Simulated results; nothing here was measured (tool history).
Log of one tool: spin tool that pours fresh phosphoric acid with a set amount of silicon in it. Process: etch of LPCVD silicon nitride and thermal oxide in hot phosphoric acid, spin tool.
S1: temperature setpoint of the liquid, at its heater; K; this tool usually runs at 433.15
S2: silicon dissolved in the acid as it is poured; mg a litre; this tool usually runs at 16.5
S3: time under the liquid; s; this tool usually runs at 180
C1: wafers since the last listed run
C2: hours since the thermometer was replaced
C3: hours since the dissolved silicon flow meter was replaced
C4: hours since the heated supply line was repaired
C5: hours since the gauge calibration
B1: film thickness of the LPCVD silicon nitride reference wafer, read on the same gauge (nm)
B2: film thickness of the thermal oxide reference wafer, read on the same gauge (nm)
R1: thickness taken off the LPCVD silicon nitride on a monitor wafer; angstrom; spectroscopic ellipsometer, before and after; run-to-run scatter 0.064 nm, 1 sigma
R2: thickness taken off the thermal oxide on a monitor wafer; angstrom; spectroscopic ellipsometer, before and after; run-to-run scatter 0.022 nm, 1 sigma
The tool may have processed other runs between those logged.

run	hour	S1	S2	S3	C1	C2	C3	C4	C5	B1	B2	R1	R2
1	0	433.15	16.5	180	0	696.1	1086.5	3627.6	314.8	110.02	89.989	128.3	2.93
# hour 8.1: gauge calibrated
2	19.5	433.15	16.5	180	125	715.6	1106	3647.1	11.4	109.98	89.977	127.2	2.74
3	38.4	433.15	16.5	180	121	734.5	1124.9	3666	30.3	109.99	90.007	127.9	2.86
4	106	433.15	16.5	180	436	802.1	1192.5	3733.6	97.9	110	90.032	126.8	2.91
5	121.8	433.15	16.5	180	101	817.9	1208.3	3749.4	113.7	109.97	89.989	126.4	2.9
6	136.7	433.15	16.5	180	96	832.8	1223.2	3764.3	128.6	110	89.984	127.7	2.7
7	162	433.15	16.5	180	163	858.1	1248.5	3789.6	153.9	110	89.966	127	2.73
8	187.2	433.15	16.5	180	162	883.3	1273.7	3814.8	179.1	110.01	90.045	127.4	2.83
9	216.7	434.15	12.5	270	190	912.8	1303.2	3844.3	208.6	110.01	90.013	196.1	5.17
10	242.4	433.15	8	85	165	938.5	1328.9	3870	234.3	110	90.037	59.6	1.72
# hour 250.9: dissolved silicon flow meter replaced
11	274.7	431.65	29	180	201	970.8	23.8	3902.3	266.6	110	90.005	119.9	1.55
# hour 289.9: heated supply line repaired
12	301.6	433.15	20.5	210	167	997.7	50.7	11.7	293.5	110	89.965	138.6	2.62
13	330.3	433.15	16.5	125	185	1026.4	79.4	40.4	322.2	109.99	89.997	83.1	1.71
# hour 355: gauge calibrated
14	364.4	435.15	21	230	220	1060.5	113.5	74.5	9.4	110.03	90.007	161.8	2.98
15	422.9	433.15	27.5	180	377	1119	172	133	67.9	109.97	90.005	117.8	1.55
# hour 427.4: thermometer replaced
# hour 440: heated supply line repaired, repeated, since the last time left the tool worse
16	455.3	434.65	5	180	196	27.9	204.4	15.3	100.3	110.01	90.031	148.1	5.09
17	473.9	430.15	26	125	120	46.5	223	33.9	118.9	109.98	89.989	87.5	1.55
18	534.2	433.15	16.5	180	389	106.8	283.3	94.2	179.2	110.01	89.973	140	3.38
19	561.2	431.15	24	225	174	133.8	310.3	121.2	206.2	110.02	90.014	163	2.53
20	594.3	433.15	16.5	180	213	166.9	343.4	154.3	239.3	109.99	89.977	138.8	3.42
21	622.1	435.65	16.5	235	179	194.7	371.2	182.1	267.1	109.97	90.047	196.6	4.91

What if the next run were any one of these 5? Each begins from the tool's condition after run 21:
A	622.6	433.15	16.5	180	3	195.2	371.7	182.6	267.6	?	?	?	?
B	622.6	434.15	29.5	220	3	195.2	371.7	182.6	267.6	?	?	?	?
C	622.6	435.65	16.5	180	3	195.2	371.7	182.6	267.6	?	?	?	?
D	622.6	434.15	12.5	75	3	195.2	371.7	182.6	267.6	?	?	?	?
E	622.6	435.65	4	180	3	195.2	371.7	182.6	267.6	?	?	?	?

run	B1	B2	R1	R2
A	109.99	90.046	139.3	3.27
B	109.99	90.046	176.1	2.85
C	109.99	90.046	151.5	3.93
D	109.99	90.046	60	1.62
E	109.99	90.046	151.5	5.21
Take away the tool's hidden state, keep each run's random variation, and the runs would have read:
run	R1	R2
A	142.2	3.42
B	179.7	2.98
C	154.5	4.11
D	61.3	1.69
E	154.5	5.44

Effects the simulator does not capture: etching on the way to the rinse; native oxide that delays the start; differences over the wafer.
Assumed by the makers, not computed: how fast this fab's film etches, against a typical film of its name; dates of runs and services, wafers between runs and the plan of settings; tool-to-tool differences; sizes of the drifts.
